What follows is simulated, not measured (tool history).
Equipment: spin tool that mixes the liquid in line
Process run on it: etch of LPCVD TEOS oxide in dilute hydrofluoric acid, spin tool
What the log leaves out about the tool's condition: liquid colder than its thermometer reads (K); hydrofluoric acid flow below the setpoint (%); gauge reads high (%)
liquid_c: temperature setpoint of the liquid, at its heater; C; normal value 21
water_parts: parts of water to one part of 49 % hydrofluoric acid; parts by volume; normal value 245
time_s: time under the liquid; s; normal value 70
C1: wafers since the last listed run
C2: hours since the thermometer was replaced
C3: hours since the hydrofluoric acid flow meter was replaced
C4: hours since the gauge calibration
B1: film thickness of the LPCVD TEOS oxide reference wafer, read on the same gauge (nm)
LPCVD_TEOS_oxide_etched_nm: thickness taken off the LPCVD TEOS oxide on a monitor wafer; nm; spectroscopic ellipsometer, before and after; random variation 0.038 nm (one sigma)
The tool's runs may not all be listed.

run 1 hour=0 | liquid_c=25 water_parts=245 time_s=70 | C1=0 C2=965.3 C3=1269.6 C4=191.4 | B1=90.034 | LPCVD_TEOS_oxide_etched_nm=4.211
run 2 hour=57 | liquid_c=21 water_parts=245 time_s=70 | C1=686 C2=1022.3 C3=1326.6 C4=248.4 | B1=89.985 | LPCVD_TEOS_oxide_etched_nm=3.628
run 3 hour=102.7 | liquid_c=21 water_parts=245 time_s=70 | C1=550 C2=1068 C3=1372.3 C4=294.1 | B1=89.997 | LPCVD_TEOS_oxide_etched_nm=3.637
run 4 hour=129 | liquid_c=21 water_parts=275 time_s=55 | C1=316 C2=1094.3 C3=1398.6 C4=320.4 | B1=89.993 | LPCVD_TEOS_oxide_etched_nm=2.467
run 5 hour=167.6 | liquid_c=21 water_parts=245 time_s=70 | C1=465 C2=1132.9 C3=1437.2 C4=359 | B1=90.004 | LPCVD_TEOS_oxide_etched_nm=3.592
run 6 hour=227.7 | liquid_c=21 water_parts=245 time_s=70 | C1=724 C2=1193 C3=1497.3 C4=419.1 | B1=90.018 | LPCVD_TEOS_oxide_etched_nm=3.595
run 7 hour=272 | liquid_c=21 water_parts=245 time_s=70 | C1=533 C2=1237.3 C3=1541.6 C4=463.4 | B1=89.978 | LPCVD_TEOS_oxide_etched_nm=3.568
run 8 hour=337.7 | liquid_c=21 water_parts=245 time_s=70 | C1=791 C2=1303 C3=1607.3 C4=529.1 | B1=90.031 | LPCVD_TEOS_oxide_etched_nm=3.536
run 9 hour=370.7 | liquid_c=21 water_parts=245 time_s=70 | C1=397 C2=1336 C3=1640.3 C4=562.1 | B1=89.99 | LPCVD_TEOS_oxide_etched_nm=3.55
run 10 hour=430.1 | liquid_c=21 water_parts=245 time_s=70 | C1=715 C2=1395.4 C3=1699.7 C4=621.5 | B1=89.995 | LPCVD_TEOS_oxide_etched_nm=3.492
-- hour=445.6 hydrofluoric acid flow meter replaced
-- hour=452.1 gauge calibrated
run 11 hour=488.4 | liquid_c=21 water_parts=245 time_s=70 | C1=690 C2=1453.7 C3=42.8 C4=36.3 | B1=90.016 | LPCVD_TEOS_oxide_etched_nm=4.144
run 12 hour=527.3 | liquid_c=21 water_parts=245 time_s=70 | C1=468 C2=1492.6 C3=81.7 C4=75.2 | B1=90.014 | LPCVD_TEOS_oxide_etched_nm=4.121
run 13 hour=598.7 | liquid_c=18 water_parts=185 time_s=40 | C1=860 C2=1564 C3=153.1 C4=146.6 | B1=90.05 | LPCVD_TEOS_oxide_etched_nm=2.945
run 14 hour=627 | liquid_c=17 water_parts=245 time_s=70 | C1=340 C2=1592.3 C3=181.4 C4=174.9 | B1=90.042 | LPCVD_TEOS_oxide_etched_nm=3.611
run 15 hour=687.2 | liquid_c=21 water_parts=245 time_s=85 | C1=725 C2=1652.5 C3=241.6 C4=235.1 | B1=90.03 | LPCVD_TEOS_oxide_etched_nm=4.974
-- hour=692.7 thermometer replaced
run 16 hour=717.1 | liquid_c=25.5 water_parts=245 time_s=45 | C1=348 C2=24.4 C3=271.5 C4=265 | B1=89.98 | LPCVD_TEOS_oxide_etched_nm=3.093
run 17 hour=744.6 | liquid_c=21 water_parts=275 time_s=55 | C1=331 C2=51.9 C3=299 C4=292.5 | B1=89.976 | LPCVD_TEOS_oxide_etched_nm=2.766
run 18 hour=809.9 | liquid_c=17.5 water_parts=245 time_s=70 | C1=786 C2=117.2 C3=364.3 C4=357.8 | B1=90.042 | LPCVD_TEOS_oxide_etched_nm=3.578
run 19 hour=835.1 | liquid_c=21 water_parts=245 time_s=70 | C1=303 C2=142.4 C3=389.5 C4=383 | B1=89.999 | LPCVD_TEOS_oxide_etched_nm=4.043
run 20 hour=859.8 | liquid_c=25.5 water_parts=305 time_s=105 | C1=297 C2=167.1 C3=414.2 C4=407.7 | B1=90.008 | LPCVD_TEOS_oxide_etched_nm=5.419
run 21 hour=890.9 | liquid_c=21 water_parts=190 time_s=30 | C1=374 C2=198.2 C3=445.3 C4=438.8 | B1=89.954 | LPCVD_TEOS_oxide_etched_nm=2.36
run 22 hour=958.3 | liquid_c=18.5 water_parts=355 time_s=70 | C1=812 C2=265.6 C3=512.7 C4=506.2 | B1=90.015 | LPCVD_TEOS_oxide_etched_nm=2.278
run 23 hour=1018.9 | liquid_c=21 water_parts=245 time_s=70 | C1=730 C2=326.2 C3=573.3 C4=566.8 | B1=89.928 | LPCVD_TEOS_oxide_etched_nm=3.963

Below are 3 alternative next runs, each starting from the tool's condition after run 23. Predict each:
run A hour=1019.3 | liquid_c=21 water_parts=245 time_s=70 | C1=4 C2=326.6 C3=573.7 C4=567.2 | B1=? | LPCVD_TEOS_oxide_etched_nm=?
run B hour=1019.3 | liquid_c=21 water_parts=165 time_s=35 | C1=4 C2=326.6 C3=573.7 C4=567.2 | B1=? | LPCVD_TEOS_oxide_etched_nm=?
run C hour=1019.3 | liquid_c=17 water_parts=155 time_s=45 | C1=4 C2=326.6 C3=573.7 C4=567.2 | B1=? | LPCVD_TEOS_oxide_etched_nm=?

run=A B1=89.944 LPCVD_TEOS_oxide_etched_nm=3.99
run=B B1=89.944 LPCVD_TEOS_oxide_etched_nm=3.217
run=C B1=89.944 LPCVD_TEOS_oxide_etched_nm=3.794
The same runs, with their run-to-run variation unchanged, on a tool lacking any hidden condition would have given:
run=A LPCVD_TEOS_oxide_etched_nm=4.19
run=B LPCVD_TEOS_oxide_etched_nm=3.37
run=C LPCVD_TEOS_oxide_etched_nm=3.97
